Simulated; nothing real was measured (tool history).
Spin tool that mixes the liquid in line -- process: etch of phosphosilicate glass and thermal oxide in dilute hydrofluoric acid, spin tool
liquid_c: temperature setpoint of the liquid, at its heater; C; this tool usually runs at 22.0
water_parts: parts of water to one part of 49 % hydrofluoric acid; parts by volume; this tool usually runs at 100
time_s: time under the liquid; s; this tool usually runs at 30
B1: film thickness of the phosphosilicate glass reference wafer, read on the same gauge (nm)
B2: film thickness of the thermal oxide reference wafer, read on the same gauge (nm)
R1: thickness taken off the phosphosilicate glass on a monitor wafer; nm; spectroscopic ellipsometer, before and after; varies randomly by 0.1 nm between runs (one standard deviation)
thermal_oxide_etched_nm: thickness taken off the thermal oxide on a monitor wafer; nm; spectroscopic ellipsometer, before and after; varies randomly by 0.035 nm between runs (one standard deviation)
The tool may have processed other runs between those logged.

Run 1, hour 0.0: usual settings; B1 110.01; B2 120.012. Result: R1 26.06 nm, thermal_oxide_etched_nm 1.371 nm.
Run 2, hour 16.4: usual settings; B1 109.99; B2 119.972. Result: R1 26.30 nm, thermal_oxide_etched_nm 1.265 nm.
Run 3, hour 60.4: usual settings; B1 110.01; B2 119.996. Result: R1 26.26 nm, thermal_oxide_etched_nm 1.404 nm.
Run 4, hour 68.5: usual settings; B1 109.99; B2 119.991. Result: R1 26.44 nm, thermal_oxide_etched_nm 1.312 nm.
Run 5, hour 80.3: usual settings; B1 109.99; B2 120.019. Result: R1 26.42 nm, thermal_oxide_etched_nm 1.429 nm.
At hour 90.0: hydrofluoric acid flow meter replaced.
Run 6, hour 92.0: usual settings; B1 110.04; B2 120.000. Result: R1 23.46 nm, thermal_oxide_etched_nm 1.272 nm.
At hour 94.8: gauge calibrated.
Run 7, hour 98.7: usual settings; B1 110.00; B2 120.009. Result: R1 23.54 nm, thermal_oxide_etched_nm 1.195 nm.
Run 8, hour 112.1: usual settings; B1 110.01; B2 120.033. Result: R1 23.64 nm, thermal_oxide_etched_nm 1.162 nm.
Run 9, hour 124.2: usual settings; B1 109.99; B2 119.983. Result: R1 23.62 nm, thermal_oxide_etched_nm 1.223 nm.
Run 10, hour 130.9: usual settings; B1 110.00; B2 119.990. Result: R1 23.70 nm, thermal_oxide_etched_nm 1.184 nm.
Run 11, hour 141.4: usual settings; B1 110.00; B2 120.012. Result: R1 23.59 nm, thermal_oxide_etched_nm 1.191 nm.
Run 12, hour 148.8: usual settings but water_parts 150 parts by volume, time_s 50 s; B1 110.03; B2 120.006. Result: R1 24.75 nm, thermal_oxide_etched_nm 1.210 nm.
Run 13, hour 166.1: usual settings but liquid_c 20.0 C, water_parts 125 parts by volume; B1 110.03; B2 119.973. Result: R1 17.07 nm, thermal_oxide_etched_nm 0.874 nm.
Run 14, hour 182.1: usual settings but water_parts 55 parts by volume; B1 110.00; B2 119.999. Result: R1 45.70 nm, thermal_oxide_etched_nm 2.221 nm.
At hour 190.1: thermometer replaced.
Run 15, hour 204.8: usual settings but liquid_c 24.0 C, water_parts 50 parts by volume, time_s 40 s; B1 110.01; B2 119.974. Result: R1 72.52 nm, thermal_oxide_etched_nm 3.690 nm.
Run 16, hour 239.9: usual settings but liquid_c 19.5 C, water_parts 50 parts by volume, time_s 15 s; B1 110.01; B2 120.038. Result: R1 22.68 nm, thermal_oxide_etched_nm 1.171 nm.
Run 17, hour 250.1: usual settings but liquid_c 18.5 C, time_s 40 s; B1 110.00; B2 119.973. Result: R1 27.62 nm, thermal_oxide_etched_nm 1.346 nm.
Run 18, hour 257.2: usual settings but liquid_c 19.0 C, water_parts 145 parts by volume, time_s 40 s; B1 109.99; B2 119.983. Result: R1 18.50 nm, thermal_oxide_etched_nm 0.880 nm.
Run 19, hour 264.7: usual settings but time_s 45 s; B1 109.98; B2 119.971. Result: R1 35.68 nm, thermal_oxide_etched_nm 1.898 nm.
Run 20, hour 280.5: usual settings but water_parts 75 parts by volume, time_s 45 s; B1 109.97; B2 119.997. Result: R1 49.06 nm, thermal_oxide_etched_nm 2.657 nm.
Run 21, hour 292.7: usual settings; B1 110.01; B2 120.000. Result: R1 23.74 nm, thermal_oxide_etched_nm 1.226 nm.
Run 22, hour 300.0: usual settings but liquid_c 24.5 C, water_parts 135 parts by volume, time_s 50 s; B1 110.03; B2 120.003. Result: R1 31.30 nm, thermal_oxide_etched_nm 1.577 nm.
Run 23, hour 310.1: usual settings but liquid_c 24.0 C, water_parts 125 parts by volume; B1 109.99; B2 120.004. Result: R1 20.17 nm, thermal_oxide_etched_nm 0.985 nm.
At hour 318.8: gauge calibrated.
Run 24, hour 320.8: usual settings but liquid_c 20.5 C, water_parts 80 parts by volume; B1 109.97; B2 119.965. Result: R1 28.75 nm, thermal_oxide_etched_nm 1.402 nm.
Run 25, hour 338.2: usual settings; B1 110.01; B2 119.990. Result: R1 24.09 nm, thermal_oxide_etched_nm 1.233 nm.

Consider 5 possible next runs. They are alternatives, not a sequence: every one starts from the tool as it was left by run 25. What does each give?
Run A, hour 338.6: usual settings but liquid_c 24.0 C; B1 ?; B2 ?. Result: R1 ?, thermal_oxide_etched_nm ?.
Run B, hour 338.6: usual settings but liquid_c 26.5 C, water_parts 115 parts by volume, time_s 15 s; B1 ?; B2 ?. Result: R1 ?, thermal_oxide_etched_nm ?.
Run C, hour 338.6: usual settings but time_s 15 s; B1 ?; B2 ?. Result: R1 ?, thermal_oxide_etched_nm ?.
Run D, hour 338.6: usual settings but liquid_c 19.5 C, time_s 50 s; B1 ?; B2 ?. Result: R1 ?, thermal_oxide_etched_nm ?.
Run E, hour 338.6: usual settings but liquid_c 20.0 C, water_parts 130 parts by volume, time_s 40 s; B1 ?; B2 ?. Result: R1 ?, thermal_oxide_etched_nm ?.

run      B1       B2     R1  thermal_oxide_etched_nm
  A  109.99  120.008  25.72                    1.320
  B  109.99  120.008  12.11                    0.621
  C  109.99  120.008  11.87                    0.609
  D  109.99  120.008  35.72                    1.834
  E  109.99  120.008  21.73                    1.116
What these runs would have given with no unlogged condition in the tool:
run     R1  thermal_oxide_etched_nm
  A  24.91                    1.279
  B  11.72                    0.601
  C  11.50                    0.590
  D  34.61                    1.777
  E  21.04                    1.080
